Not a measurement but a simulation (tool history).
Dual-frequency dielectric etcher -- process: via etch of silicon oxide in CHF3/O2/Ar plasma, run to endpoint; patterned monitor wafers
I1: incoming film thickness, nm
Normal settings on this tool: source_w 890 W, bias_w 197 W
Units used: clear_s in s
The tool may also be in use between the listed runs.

run 1 hour=0.0 | source_w=740 bias_w=197 | I1=614.4 | clear_s=263.1
run 2 hour=10.1 | source_w=740 bias_w=197 | I1=614.4 | clear_s=264.0
run 3 hour=18.2 | source_w=890 bias_w=197 | I1=612.9 | clear_s=239.2
run 4 hour=32.5 | source_w=890 bias_w=197 | I1=608.4 | clear_s=237.7
run 5 hour=44.4 | source_w=890 bias_w=197 | I1=610.2 | clear_s=238.5
run 6 hour=53.4 | source_w=890 bias_w=236 | I1=616.3 | clear_s=228.8
run 7 hour=63.7 | source_w=890 bias_w=236 | I1=611.9 | clear_s=227.4
-- hour=82.7 source power generator calibrated
run 8 hour=83.2 | source_w=890 bias_w=197 | I1=612.5 | clear_s=238.2
-- hour=141.0 upper electrode replaced
run 9 hour=141.5 | source_w=890 bias_w=197 | I1=613.5 | clear_s=238.3
run 10 hour=141.9 | source_w=890 bias_w=197 | I1=611.1 | clear_s=237.5
-- hour=175.2 bias power generator calibrated
run 11 hour=181.2 | source_w=890 bias_w=197 | I1=608.0 | clear_s=237.1
run 12 hour=194.2 | source_w=890 bias_w=197 | I1=618.4 | clear_s=240.4
run 13 hour=207.4 | source_w=890 bias_w=197 | I1=613.6 | clear_s=237.8
run 14 hour=221.8 | source_w=890 bias_w=211 | I1=617.6 | clear_s=235.1
run 15 hour=229.1 | source_w=890 bias_w=197 | I1=612.4 | clear_s=236.7
run 16 hour=235.3 | source_w=890 bias_w=197 | I1=613.3 | clear_s=238.6
run 17 hour=251.7 | source_w=950 bias_w=197 | I1=613.4 | clear_s=230.2
run 18 hour=261.8 | source_w=780 bias_w=180 | I1=612.5 | clear_s=261.1
run 19 hour=274.4 | source_w=890 bias_w=179 | I1=606.3 | clear_s=241.9
-- hour=304.4 wet clean of the chamber
run 20 hour=304.9 | source_w=1010 bias_w=215 | I1=612.6 | clear_s=221.3
run 21 hour=305.3 | source_w=780 bias_w=232 | I1=610.8 | clear_s=244.0
run 22 hour=312.8 | source_w=890 bias_w=197 | I1=614.5 | clear_s=240.8
run 23 hour=322.7 | source_w=960 bias_w=215 | I1=610.5 | clear_s=225.9
run 24 hour=333.3 | source_w=890 bias_w=197 | I1=615.6 | clear_s=241.8
run 25 hour=339.6 | source_w=1050 bias_w=223 | I1=616.1 | clear_s=216.0
run 26 hour=347.5 | source_w=890 bias_w=197 | I1=610.3 | clear_s=239.7
run 27 hour=377.4 | source_w=890 bias_w=197 | I1=611.8 | clear_s=239.2
run 28 hour=387.9 | source_w=1000 bias_w=158 | I1=610.7 | clear_s=240.8
run 29 hour=396.6 | source_w=700 bias_w=233 | I1=608.7 | clear_s=255.9
run 30 hour=406.1 | source_w=830 bias_w=197 | I1=613.8 | clear_s=248.4
run 31 hour=418.1 | source_w=990 bias_w=197 | I1=609.8 | clear_s=225.9
run 32 hour=427.7 | source_w=890 bias_w=197 | I1=609.1 | clear_s=239.1
run 33 hour=436.7 | source_w=890 bias_w=197 | I1=611.8 | clear_s=238.9
run 34 hour=452.1 | source_w=700 bias_w=160 | I1=607.2 | clear_s=283.7
run 35 hour=462.0 | source_w=1050 bias_w=216 | I1=615.2 | clear_s=217.2

Consider 4 possible next runs. They are alternatives, not a sequence: every one starts from the tool as it was left by run 35. What does each give?
run A hour=462.5 | source_w=1070 bias_w=197 | I1=612.8 | clear_s=?
run B hour=462.5 | source_w=790 bias_w=215 | I1=612.8 | clear_s=?
run C hour=462.5 | source_w=760 bias_w=197 | I1=612.8 | clear_s=?
run D hour=462.5 | source_w=1050 bias_w=177 | I1=612.8 | clear_s=?

run=A clear_s=218.2
run=B clear_s=245.8
run=C clear_s=257.1
run=D clear_s=226.8
The same runs, with their run-to-run variation unchanged, on a tool lacking any hidden condition would have given:
run=A clear_s=219.5
run=B clear_s=247.2
run=C clear_s=258.5
run=D clear_s=228.1
